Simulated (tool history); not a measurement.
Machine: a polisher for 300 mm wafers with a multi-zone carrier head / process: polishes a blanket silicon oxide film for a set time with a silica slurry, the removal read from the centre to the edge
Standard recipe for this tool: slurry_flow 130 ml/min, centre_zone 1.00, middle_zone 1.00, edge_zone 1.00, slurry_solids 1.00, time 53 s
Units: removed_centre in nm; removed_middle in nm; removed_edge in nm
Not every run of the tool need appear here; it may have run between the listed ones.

run   hour  slurry_flow  centre_zone  middle_zone  edge_zone  slurry_solids  time  incoming thickness of the incoming film, nm  removed_centre  removed_middle  removed_edge
  1    0.0          130         1.00         1.00       1.00           1.00    53                                        773.0           228.7           263.0         265.4
  2   18.3          170         0.96         1.10       1.00           1.00    62                                        758.8           272.2           347.7         305.3
  3   46.1          115         1.11         1.00       1.00           1.00    53                                        762.5           246.4           253.4         258.2
      86.8  -- slurry nozzle cleaned
  4   97.8          130         1.00         1.00       1.00           1.00    42                                        776.4           178.1           209.0         205.5
     125.9  -- worn pad replaced by a new one
  5  126.4          130         1.00         1.00       1.00           1.00    45                                        773.1           194.1           220.8         219.1
  6  138.3          130         1.00         1.12       1.05           1.00    35                                        758.2           154.2           189.8         172.0
  7  157.5          130         1.00         1.00       0.94           1.00    53                                        770.7           228.4           267.4         251.7
  8  179.0          130         0.93         1.00       1.00           1.00    47                                        776.7           188.5           233.0         231.8
  9  204.3          130         1.07         1.00       1.00           1.15    53                                        769.8           251.2           269.9         261.8
 10  236.5           95         1.00         1.00       1.00           1.25    53                                        775.0           225.8           258.6         256.3
 11  252.4          130         1.00         1.00       1.00           1.00    65                                        763.1           274.6           319.1         314.0
     306.0  -- centre zone pressure recalibrated
     321.1  -- edge zone pressure recalibrated
 12  334.4          130         1.00         0.93       1.00           1.00    53                                        777.2           263.3           245.8         259.4
 13  361.8          130         1.00         0.96       1.00           1.00    53                                        759.2           265.6           245.9         260.9
     390.3  -- worn pad replaced by a new one
 14  424.6          130         1.00         1.00       1.00           1.00    53                                        774.1           253.5           259.0         254.0
 15  459.3          130         1.00         1.00       1.00           1.00    53                                        761.7           248.7           262.2         259.5
 16  477.1          130         1.00         1.10       1.00           1.00    53                                        766.8           247.8           286.1         259.9
 17  492.7          155         1.00         1.00       1.00           0.70    53                                        762.6           245.7           246.5         242.8
     505.8  -- carrier head's membrane replaced by a new one
 18  514.8          115         1.00         1.00       1.10           1.15    53                                        754.7           252.1           263.8         278.9
 19  589.7          105         1.06         1.08       0.89           1.00    53                                        767.8           249.0           271.6         228.7
 20  610.1          130         1.00         0.95       1.00           0.80    35                                        766.0           152.8           158.9         159.2
 21  640.8          130         1.00         1.00       1.00           1.00    53                                        769.6           246.3           261.9         259.9
 22  664.3          130         1.00         1.00       0.93           1.25    53                                        761.9           264.0           278.8         265.9

Selected run-to-run steps in removed_centre, each split into two signed amounts: the part the tool would show with no hidden state at all (from settings, incoming material and random variation), and the remainder, which goes to the hidden state together with any gauge scatter not common to the measured and the hidden-state-free results:
Hidden state at play: removal rate lost through wear of the pad, %; slurry flow missing at the pad, %; deviation of the centre zone's pressure from its setpoint, %; deviation of the edge zone's pressure from its setpoint, %.
Run 6 -> 7: middle_zone 1.12 -> 1.00, edge_zone 1.05 -> 0.94, time 35 -> 53. removed_centre +74.2 nm: hidden state -12.0, all else +86.2.
Run 11 -> 12: middle_zone 1.00 -> 0.93, time 65 -> 53, centre zone pressure recalibrated, edge zone pressure recalibrated. removed_centre -11.3 nm: hidden state +42.4, all else -53.7.
Run 19 -> 20: slurry_flow 105 -> 130, centre_zone 1.06 -> 1.00, middle_zone 1.08 -> 0.95, edge_zone 0.89 -> 1.00, slurry_solids 1.00 -> 0.80, time 53 -> 35. removed_centre -96.2 nm: hidden state +5.7, all else -101.9.
Run 20 -> 21: middle_zone 0.95 -> 1.00, slurry_solids 0.80 -> 1.00, time 35 -> 53. removed_centre +93.5 nm: hidden state -7.7, all else +101.2.
